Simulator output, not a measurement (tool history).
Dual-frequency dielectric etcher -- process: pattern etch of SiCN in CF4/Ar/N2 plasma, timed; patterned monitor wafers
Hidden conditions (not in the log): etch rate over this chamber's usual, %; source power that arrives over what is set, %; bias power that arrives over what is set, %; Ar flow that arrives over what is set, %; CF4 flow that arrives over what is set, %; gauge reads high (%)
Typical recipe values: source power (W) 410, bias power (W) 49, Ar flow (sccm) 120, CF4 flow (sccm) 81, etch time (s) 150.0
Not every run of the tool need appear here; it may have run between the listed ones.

| run | hour | source power (W) | bias power (W) | Ar flow (sccm) | CF4 flow (sccm) | etch time (s) | wafers since the last listed run | hours since the last wet clean | hours since the last source power generator calibration | hours since the last bias power generator calibration | hours since the last Ar flow controller change | hours since the last CF4 flow controller change | hours since the last upper electrode change | hours since the gauge calibration | read-back reference wafer on the same gauge, depth_nm | mean etch depth across the wafer (angstrom) |
|---|---|---|---|---|---|---|---|---|---|---|---|---|---|---|---|---|
| 1 | 0.0 | 410 | 49 | 120 | 81 | 150.0 | 0 | 397.8 | 3482.4 | 1677.6 | 5872.7 | 3118.8 | 3555.5 | 375.6 | 115.6 | 1081 |
|  | 33.8 | upper electrode replaced |
|  | 40.2 | Ar flow controller replaced |
| 2 | 40.7 | 410 | 45 | 120 | 81 | 150.0 | 69 | 438.5 | 3523.1 | 1718.3 | 0.5 | 3159.5 | 6.9 | 416.3 | 115.6 | 1051 |
| 3 | 58.3 | 410 | 45 | 120 | 81 | 150.0 | 114 | 456.1 | 3540.7 | 1735.9 | 18.1 | 3177.1 | 24.5 | 433.9 | 115.6 | 1055 |
| 4 | 86.1 | 410 | 49 | 120 | 81 | 150.0 | 180 | 483.9 | 3568.5 | 1763.7 | 45.9 | 3204.9 | 52.3 | 461.7 | 115.6 | 1082 |
| 5 | 113.5 | 410 | 49 | 120 | 81 | 150.0 | 177 | 511.3 | 3595.9 | 1791.1 | 73.3 | 3232.3 | 79.7 | 489.1 | 115.6 | 1086 |
| 6 | 135.0 | 410 | 49 | 120 | 81 | 150.0 | 139 | 532.8 | 3617.4 | 1812.6 | 94.8 | 3253.8 | 101.2 | 510.6 | 115.7 | 1085 |
|  | 159.2 | gauge calibrated |
| 7 | 162.0 | 370 | 42 | 120 | 86 | 175.5 | 175 | 559.8 | 3644.4 | 1839.6 | 121.8 | 3280.8 | 128.2 | 2.8 | 115.6 | 1094 |
|  | 201.2 | wet clean of the chamber |
| 8 | 201.7 | 410 | 49 | 101 | 81 | 150.0 | 101 | 0.5 | 3684.1 | 1879.3 | 161.5 | 3320.5 | 167.9 | 42.5 | 115.6 | 1084 |
| 9 | 204.9 | 410 | 61 | 120 | 81 | 150.0 | 20 | 3.7 | 3687.3 | 1882.5 | 164.7 | 3323.7 | 171.1 | 45.7 | 115.6 | 1135 |
|  | 242.4 | source power generator calibrated |
| 10 | 242.9 | 410 | 49 | 120 | 81 | 150.0 | 220 | 41.7 | 0.5 | 1920.5 | 202.7 | 3361.7 | 209.1 | 83.7 | 115.6 | 995 |
| 11 | 272.0 | 410 | 49 | 120 | 81 | 150.0 | 188 | 70.8 | 29.6 | 1949.6 | 231.8 | 3390.8 | 238.2 | 112.8 | 115.6 | 995 |
|  | 280.4 | CF4 flow controller replaced |
| 12 | 315.0 | 410 | 49 | 140 | 81 | 150.0 | 240 | 113.8 | 72.6 | 1992.6 | 274.8 | 34.6 | 281.2 | 155.8 | 115.6 | 979 |
|  | 326.0 | bias power generator calibrated |
| 13 | 329.4 | 410 | 53 | 120 | 86 | 150.0 | 67 | 128.2 | 87.0 | 3.4 | 289.2 | 49.0 | 295.6 | 170.2 | 115.6 | 1035 |
| 14 | 358.0 | 410 | 49 | 120 | 81 | 150.0 | 185 | 156.8 | 115.6 | 32.0 | 317.8 | 77.6 | 324.2 | 198.8 | 115.6 | 1002 |
| 15 | 386.5 | 410 | 49 | 120 | 81 | 150.0 | 184 | 185.3 | 144.1 | 60.5 | 346.3 | 106.1 | 352.7 | 227.3 | 115.6 | 1004 |
| 16 | 421.3 | 410 | 49 | 120 | 81 | 150.0 | 225 | 220.1 | 178.9 | 95.3 | 381.1 | 140.9 | 387.5 | 262.1 | 115.6 | 1007 |
| 17 | 440.5 | 410 | 41 | 91 | 81 | 109.0 | 124 | 239.3 | 198.1 | 114.5 | 400.3 | 160.1 | 406.7 | 281.3 | 115.6 | 725 |
| 18 | 472.9 | 450 | 49 | 120 | 81 | 172.5 | 210 | 271.7 | 230.5 | 146.9 | 432.7 | 192.5 | 439.1 | 313.7 | 115.6 | 1290 |
| 19 | 490.5 | 460 | 39 | 120 | 66 | 122.5 | 114 | 289.3 | 248.1 | 164.5 | 450.3 | 210.1 | 456.7 | 331.3 | 115.6 | 851 |
| 20 | 524.6 | 440 | 49 | 120 | 74 | 150.0 | 221 | 323.4 | 282.2 | 198.6 | 484.4 | 244.2 | 490.8 | 365.4 | 115.6 | 1091 |

Hidden condition of the tool, last listed run before each entry between runs versus first listed run after:
From run 1 to run 2: upper electrode replaced (hour 33.8); Ar flow controller replaced (hour 40.2)
  etch rate over this chamber's usual, %: 1.52 -> 1.74; source power that arrives over what is set, %: 6.38 -> 6.39
  measured value less the no-hidden-state value, mean etch depth across the wafer (angstrom): +84 -> +84
From run 6 to run 7: gauge calibrated (hour 159.2)
  etch rate over this chamber's usual, %: 2.23 -> 2.37
  measured value less the no-hidden-state value, mean etch depth across the wafer (angstrom): +91 -> +94
From run 7 to run 8: wet clean of the chamber (hour 201.2)
  etch rate over this chamber's usual, %: 2.37 -> -0.215; source power that arrives over what is set, %: 6.41 -> 6.42
  measured value less the no-hidden-state value, mean etch depth across the wafer (angstrom): +94 -> +68
From run 9 to run 10: source power generator calibrated (hour 242.4)
  etch rate over this chamber's usual, %: -0.199 -> -0.00119; source power that arrives over what is set, %: 6.42 -> -0.146
  measured value less the no-hidden-state value, mean etch depth across the wafer (angstrom): +70 -> -2
From run 11 to run 12: CF4 flow controller replaced (hour 280.4)
  etch rate over this chamber's usual, %: 0.15 -> 0.373; source power that arrives over what is set, %: -0.0139 -> 0.175
  measured value less the no-hidden-state value, mean etch depth across the wafer (angstrom): +1 -> +5
From run 12 to run 13: bias power generator calibrated (hour 326.0)
  etch rate over this chamber's usual, %: 0.373 -> 0.448; source power that arrives over what is set, %: 0.175 -> 0.236
  measured value less the no-hidden-state value, mean etch depth across the wafer (angstrom): +5 -> +7
